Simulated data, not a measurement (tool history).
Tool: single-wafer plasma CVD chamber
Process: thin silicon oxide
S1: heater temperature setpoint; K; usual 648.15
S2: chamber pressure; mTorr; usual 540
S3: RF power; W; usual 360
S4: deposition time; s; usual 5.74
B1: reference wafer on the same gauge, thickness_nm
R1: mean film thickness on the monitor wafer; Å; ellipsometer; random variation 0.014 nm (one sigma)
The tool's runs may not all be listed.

run 1 hour=0.0 | S1=648.15 S2=540 S3=360 S4=5.74 | B1=7.773 | R1=70.18
run 2 hour=23.5 | S1=648.15 S2=540 S3=360 S4=5.74 | B1=7.779 | R1=70.10
run 3 hour=38.6 | S1=648.15 S2=540 S3=360 S4=5.74 | B1=7.774 | R1=69.92
run 4 hour=48.1 | S1=648.15 S2=540 S3=360 S4=5.74 | B1=7.786 | R1=69.64
run 5 hour=58.6 | S1=648.15 S2=438 S3=300 S4=5.74 | B1=7.775 | R1=52.41
run 6 hour=72.7 | S1=636.15 S2=540 S3=360 S4=5.19 | B1=7.777 | R1=63.62
run 7 hour=81.1 | S1=648.15 S2=540 S3=420 S4=6.87 | B1=7.776 | R1=88.15
run 8 hour=96.1 | S1=648.15 S2=645 S3=360 S4=6.25 | B1=7.777 | R1=90.44
-- hour=106.5 capacitance manometer re-zeroed and calibrated
run 9 hour=107.0 | S1=648.15 S2=540 S3=360 S4=5.74 | B1=7.779 | R1=72.52
run 10 hour=115.4 | S1=648.15 S2=540 S3=410 S4=5.27 | B1=7.780 | R1=69.62
-- hour=129.5 RF generator calibrated
run 11 hour=130.0 | S1=648.15 S2=540 S3=360 S4=5.74 | B1=7.775 | R1=74.89
run 12 hour=135.0 | S1=655.15 S2=540 S3=295 S4=5.74 | B1=7.777 | R1=69.14
run 13 hour=152.9 | S1=648.15 S2=444 S3=305 S4=6.59 | B1=7.777 | R1=65.97
run 14 hour=167.7 | S1=648.15 S2=540 S3=360 S4=4.67 | B1=7.784 | R1=60.57
-- hour=171.6 gauge calibrated
run 15 hour=177.3 | S1=648.15 S2=609 S3=360 S4=6.20 | B1=7.781 | R1=90.75
run 16 hour=190.3 | S1=638.15 S2=480 S3=415 S4=4.93 | B1=7.778 | R1=60.41
run 17 hour=196.7 | S1=648.15 S2=444 S3=305 S4=6.59 | B1=7.778 | R1=66.29
run 18 hour=210.3 | S1=634.15 S2=540 S3=360 S4=5.74 | B1=7.776 | R1=75.47
run 19 hour=220.3 | S1=648.15 S2=540 S3=360 S4=6.85 | B1=7.776 | R1=89.17
run 20 hour=229.8 | S1=648.15 S2=540 S3=335 S4=5.74 | B1=7.777 | R1=72.53
run 21 hour=236.7 | S1=648.15 S2=463 S3=320 S4=4.60 | B1=7.777 | R1=49.04
run 22 hour=248.6 | S1=637.15 S2=467 S3=315 S4=5.26 | B1=7.779 | R1=56.54
run 23 hour=258.7 | S1=648.15 S2=540 S3=360 S4=5.74 | B1=7.787 | R1=74.53
run 24 hour=265.2 | S1=648.15 S2=540 S3=300 S4=5.74 | B1=7.778 | R1=69.53
run 25 hour=276.9 | S1=655.15 S2=426 S3=360 S4=5.16 | B1=7.784 | R1=52.41
run 26 hour=284.9 | S1=636.15 S2=448 S3=360 S4=5.74 | B1=7.776 | R1=62.35

Forecast run 27:
run 27 hour=293.8 | S1=648.15 S2=540 S3=425 S4=5.44 | B1=? | R1=?

B1: 7.774
R1: 74.85 Å
Without the tool's hidden state the same run would have given R1 76.35 Å.
